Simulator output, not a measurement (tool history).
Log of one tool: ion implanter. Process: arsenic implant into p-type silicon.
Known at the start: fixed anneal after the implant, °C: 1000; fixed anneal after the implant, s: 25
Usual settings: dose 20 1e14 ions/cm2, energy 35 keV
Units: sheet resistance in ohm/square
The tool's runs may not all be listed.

| run | hour | dose | energy | wafers since the last listed run | hours since the last dose calibration | hours since the extraction supply was calibrated | hours since the gauge calibration | read-back reference wafer on the same gauge, sheet resistance | sheet resistance |
|---|---|---|---|---|---|---|---|---|---|
| 1 | 0 | 20 | 35 | 0 | 1719.1 | 1281.8 | 152.6 | 93.91 | 81.82 |
| 2 | 70.1 | 20 | 35 | 1534 | 1789.2 | 1351.9 | 222.7 | 93.89 | 81.92 |
| 3 | 108.7 | 20 | 35 | 845 | 1827.8 | 1390.5 | 261.3 | 93.9 | 81.72 |
| 4 | 172.8 | 20 | 35 | 1403 | 1891.9 | 1454.6 | 325.4 | 93.91 | 81.72 |
| 5 | 230.5 | 20 | 35 | 1263 | 1949.6 | 1512.3 | 383.1 | 93.93 | 81.64 |
| 6 | 272.1 | 20 | 35 | 910 | 1991.2 | 1553.9 | 424.7 | 93.92 | 81.79 |
|  | 398.6 | Faraday cup replaced and dose calibrated |
| 7 | 414.5 | 20 | 35 | 2942 | 15.9 | 1696.3 | 567.1 | 93.89 | 80.94 |
| 8 | 457.9 | 20 | 35 | 950 | 59.3 | 1739.7 | 610.5 | 93.89 | 80.92 |
| 9 | 487.9 | 22.28 | 45.5 | 656 | 89.3 | 1769.7 | 640.5 | 93.9 | 70.68 |
| 10 | 515.7 | 20 | 35 | 608 | 117.1 | 1797.5 | 668.3 | 93.91 | 81.03 |
|  | 534.4 | extraction supply calibrated |
| 11 | 562.7 | 14.65 | 23.5 | 853 | 164.1 | 28.3 | 715.3 | 93.88 | 102.33 |
| 12 | 627.6 | 21.95 | 35 | 1420 | 229 | 93.2 | 780.2 | 93.9 | 79.26 |
|  | 636.9 | gauge calibrated |
| 13 | 667.2 | 14.43 | 30 | 866 | 268.6 | 132.8 | 30.3 | 93.92 | 95.69 |
| 14 | 727 | 20 | 35 | 1309 | 328.4 | 192.6 | 90.1 | 93.89 | 81.4 |
| 15 | 784.3 | 20 | 35 | 1254 | 385.7 | 249.9 | 147.4 | 93.92 | 81.52 |
| 16 | 851 | 22.99 | 39 | 1460 | 452.4 | 316.6 | 214.1 | 93.89 | 74.94 |

Forecast each of these 4 alternatives for the next run:
| A | 851.4 | 20 | 35 | 8 | 452.8 | 317 | 214.5 | ? | ? |
| B | 851.4 | 23.38 | 38 | 8 | 452.8 | 317 | 214.5 | ? | ? |
| C | 851.4 | 21.72 | 46 | 8 | 452.8 | 317 | 214.5 | ? | ? |
| D | 851.4 | 21.93 | 30 | 8 | 452.8 | 317 | 214.5 | ? | ? |

| run | read-back reference wafer on the same gauge, sheet resistance | sheet resistance |
|---|---|---|
| A | 93.88 | 81.57 |
| B | 93.88 | 75.71 |
| C | 93.88 | 71.52 |
| D | 93.88 | 84.64 |
Without the tool's hidden state the same runs would have given:
| run | sheet resistance |
|---|---|
| A | 80.83 |
| B | 75.1 |
| C | 70.74 |
| D | 84.05 |
